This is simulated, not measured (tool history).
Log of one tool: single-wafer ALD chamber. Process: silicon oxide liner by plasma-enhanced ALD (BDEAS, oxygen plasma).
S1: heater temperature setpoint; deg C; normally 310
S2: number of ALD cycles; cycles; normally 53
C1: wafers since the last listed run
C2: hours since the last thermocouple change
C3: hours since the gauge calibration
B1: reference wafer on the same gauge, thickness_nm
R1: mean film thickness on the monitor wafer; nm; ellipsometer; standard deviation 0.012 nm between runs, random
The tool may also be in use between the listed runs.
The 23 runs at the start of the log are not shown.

Run 24, day 13.975: usual settings; C1 54; C2 127; C3 49.7; B1 5.558. Result: R1 4.665 nm.
Run 25, day 14.412: usual settings but S1 298 deg C, S2 48 cycles; C1 68; C2 137.5; C3 60.2; B1 5.551. Result: R1 4.284 nm.
Run 26, day 14.992: usual settings but S1 298 deg C, S2 57 cycles; C1 91; C2 151.4; C3 74.1; B1 5.552. Result: R1 5.085 nm.
Run 27, day 15.588: usual settings but S1 305 deg C, S2 62 cycles; C1 93; C2 165.7; C3 88.4; B1 5.548. Result: R1 5.474 nm.
Run 28, day 15.929: usual settings but S1 323 deg C, S2 44 cycles; C1 53; C2 173.9; C3 96.6; B1 5.544. Result: R1 3.783 nm.
Run 29, day 16.275: usual settings but S1 297 deg C, S2 62 cycles; C1 54; C2 182.2; C3 104.9; B1 5.545. Result: R1 5.548 nm.
Run 30, day 16.679: usual settings but S1 320 deg C, S2 45 cycles; C1 63; C2 191.9; C3 114.6; B1 5.537. Result: R1 3.89 nm.
Run 31, day 17.046: usual settings but S1 317 deg C, S2 43 cycles; C1 57; C2 200.7; C3 123.4; B1 5.54. Result: R1 3.736 nm.
Run 32, day 17.475: usual settings but S1 323 deg C, S2 56 cycles; C1 67; C2 211; C3 133.7; B1 5.538. Result: R1 4.811 nm.
Run 33, day 17.95: usual settings but S1 323 deg C, S2 61 cycles; C1 74; C2 222.4; C3 145.1; B1 5.526. Result: R1 5.255 nm.
Run 34, day 18.217: usual settings; C1 41; C2 228.8; C3 151.5; B1 5.529. Result: R1 4.664 nm.
Run 35, day 18.808: usual settings; C1 92; C2 243; C3 165.7; B1 5.525. Result: R1 4.638 nm.
Run 36, day 20: usual settings but S1 315 deg C, S2 60 cycles; C1 187; C2 271.6; C3 194.3; B1 5.522. Result: R1 5.194 nm.
Run 37, day 20.254: usual settings but S1 297 deg C, S2 48 cycles; C1 39; C2 277.7; C3 200.4; B1 5.522. Result: R1 4.278 nm.
Run 38, day 20.658: usual settings; C1 63; C2 287.4; C3 210.1; B1 5.525. Result: R1 4.607 nm.
Run 39, day 21.162: usual settings; C1 79; C2 299.5; C3 222.2; B1 5.531. Result: R1 4.608 nm.
Run 40, day 21.738: usual settings; C1 90; C2 313.3; C3 236; B1 5.526. Result: R1 4.621 nm.
Run 41, day 22.475: usual settings but S2 59 cycles; C1 115; C2 331; C3 253.7; B1 5.521. Result: R1 5.168 nm.
Run 42, day 22.938: usual settings but S2 63 cycles; C1 72; C2 342.1; C3 264.8; B1 5.523. Result: R1 5.491 nm.
Run 43, day 23.35: usual settings but S1 320 deg C; C1 64; C2 352; C3 274.7; B1 5.521. Result: R1 4.597 nm.
Run 44, day 23.708: usual settings but S1 320 deg C, S2 56 cycles; C1 56; C2 360.6; C3 283.3; B1 5.516. Result: R1 4.836 nm.
Run 45, day 24.138: usual settings but S1 324 deg C, S2 44 cycles; C1 67; C2 370.9; C3 293.6; B1 5.514. Result: R1 3.774 nm.
Run 46, day 24.596: usual settings but S1 302 deg C; C1 72; C2 381.9; C3 304.6; B1 5.52. Result: R1 4.674 nm.
Run 47, day 25.308: usual settings; C1 111; C2 399; C3 321.7; B1 5.517. Result: R1 4.638 nm.
Run 48, day 25.792: usual settings but S1 323 deg C; C1 75; C2 410.6; C3 333.3; B1 5.512. Result: R1 4.558 nm.

Alternative continuations, all from the tool just after run 48; predict every row:
Run A, day 25.812: usual settings; C1 3; C2 411.1; C3 333.8; B1 ?. Result: R1 ?.
Run B, day 25.812: usual settings but S1 324 deg C, S2 62 cycles; C1 3; C2 411.1; C3 333.8; B1 ?. Result: R1 ?.
Run C, day 25.812: usual settings but S1 314 deg C, S2 56 cycles; C1 3; C2 411.1; C3 333.8; B1 ?. Result: R1 ?.

run     B1     R1
  A  5.508  4.636
  B  5.508  5.325
  C  5.508  4.873
With no hidden state in the tool, these same runs would have given:
run     R1
  A  4.682
  B  5.379
  C  4.922
